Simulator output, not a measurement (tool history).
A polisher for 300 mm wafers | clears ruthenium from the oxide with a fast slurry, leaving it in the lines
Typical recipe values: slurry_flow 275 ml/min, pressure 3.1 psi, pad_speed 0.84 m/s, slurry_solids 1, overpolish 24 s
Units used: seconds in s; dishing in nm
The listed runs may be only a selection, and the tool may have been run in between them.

run,hour,slurry_flow,pressure,pad_speed,slurry_solids,overpolish,wafers since the last listed run,wafers polished on this pad,hours since the slurry nozzle was cleaned,hours since the head pressure was calibrated,hours since the slurry blender was calibrated,"incoming thickness of the incoming film, nm",seconds,dishing
1,0,345,3.1,0.84,1,24,0,7287,240.3,966.6,518.1,262,54.3,83.5
2,86,275,3.1,0.7,1,24,1114,8402,326.3,1052.6,604.1,261.8,61.4,77.8
# hour 151: worn pad replaced by a new one
3,162.5,275,3.1,0.7,1,24,939,148,402.8,1129.1,680.6,262.3,62.7,75.6
4,233.3,275,3.1,0.84,1.25,18,917,1066,473.6,1199.9,751.4,262.6,50.9,73.7
# hour 248.8: slurry blender recalibrated
# hour 298.4: head pressure recalibrated
5,337.7,275,2.3,0.84,1.3,10,1301,2367,578,39.3,88.9,262.3,65.1,33.3
6,378.3,275,3.1,0.84,1,24,526,2893,618.6,79.9,129.5,262.5,57.6,81.6
7,417.1,335,3.1,0.84,1,24,502,3396,657.4,118.7,168.3,255.1,55.5,80.9
# hour 498.2: slurry nozzle cleaned
8,519.5,275,3.1,0.84,1,24,1314,4710,21.3,221.1,270.7,261.4,57.4,83.5
9,585.9,275,3.9,0.84,1.2,24,860,5570,87.7,287.5,337.1,259.8,42.2,101.1
10,693.4,275,3.1,0.84,1,24,1393,6963,195.2,395,444.6,259.7,54.4,83.5
11,730,275,2.8,0.84,1,16,474,7438,231.8,431.6,481.2,264.9,60.8,55.7
# hour 748.4: worn pad replaced by a new one
12,769.8,275,3.1,0.6,1,24,463,277,271.6,471.4,521,259.6,68.6,68.8
13,818.1,275,3.1,0.84,1,24,625,903,319.9,519.7,569.3,259.4,54.3,84.5
14,918.5,275,3.1,0.84,1,24,1301,2204,420.3,620.1,669.7,262.9,53.2,85.4
15,970,275,3.1,0.84,1.2,24,667,2871,471.8,671.6,721.2,260.2,49.7,87
# hour 1021.7: slurry blender recalibrated
16,1070.3,275,3.1,0.98,1,15,1273,4145,572.1,771.9,48.6,258.7,47.7,64.7
# hour 1112.7: slurry nozzle cleaned
17,1135.3,275,3.1,0.84,0.8,24,829,4975,22.6,836.9,113.6,264.2,58.9,79.5
18,1222,275,3.1,0.84,1,24,1123,6098,109.3,923.6,200.3,259.5,53.5,86.5
19,1313.3,275,3.1,0.84,0.9,24,1183,7281,200.6,1014.9,291.6,255.3,55.3,83
20,1388.7,275,2.8,0.84,1,24,977,8259,276,1090.3,367,258.3,57.9,80.5
# hour 1404.4: worn pad replaced by a new one
21,1432.6,275,4.1,1.1,1,24,517,365,319.9,1134.2,410.9,255.7,33.4,118.6
22,1486.9,275,3.1,0.84,1,24,703,1068,374.2,1188.5,465.2,259.6,53.4,86.3
23,1529.8,340,2.4,0.84,1,24,555,1624,417.1,1231.4,508.1,259.1,62.3,73.6
24,1582.2,275,3.1,0.84,1,24,679,2303,469.5,1283.8,560.5,259.9,52,85.1
# hour 1607.4: head pressure recalibrated
25,1633.6,245,3.1,0.94,1,24,640,2944,520.9,26.2,611.9,259.5,53.4,83.9
# hour 1695.4: slurry nozzle cleaned
26,1698,275,3.1,0.64,1.1,24,821,3765,2.6,90.6,676.3,262.1,68.9,71.1
# hour 1700.9: slurry blender recalibrated
27,1768.2,205,2.2,0.84,0.8,18,883,4649,72.8,160.8,67.3,261.2,80.9,46.7
28,1842,275,3.1,0.62,1,31,956,5605,146.6,234.6,141.1,262,69,84.9

Alternative continuations, all from the tool just after run 28; predict every row:
A,1842.4,275,2.6,0.84,1,24,5,5611,147,235,141.5,262.3,?,?
B,1842.4,235,3.1,0.96,1.1,24,5,5611,147,235,141.5,262.3,?,?
C,1842.4,275,2,0.84,1.2,24,5,5611,147,235,141.5,262.3,?,?
D,1842.4,275,3.1,0.84,1.1,24,5,5611,147,235,141.5,262.3,?,?

run,seconds,dishing
A,63.7,72.8
B,49,89.8
C,71.3,66.3
D,53.8,83.4
The same runs, with their run-to-run variation unchanged, on a tool lacking any hidden condition would have given:
run,seconds,dishing
A,65.9,70.8
B,50.7,87.5
C,73.7,64.5
D,55.7,81.2
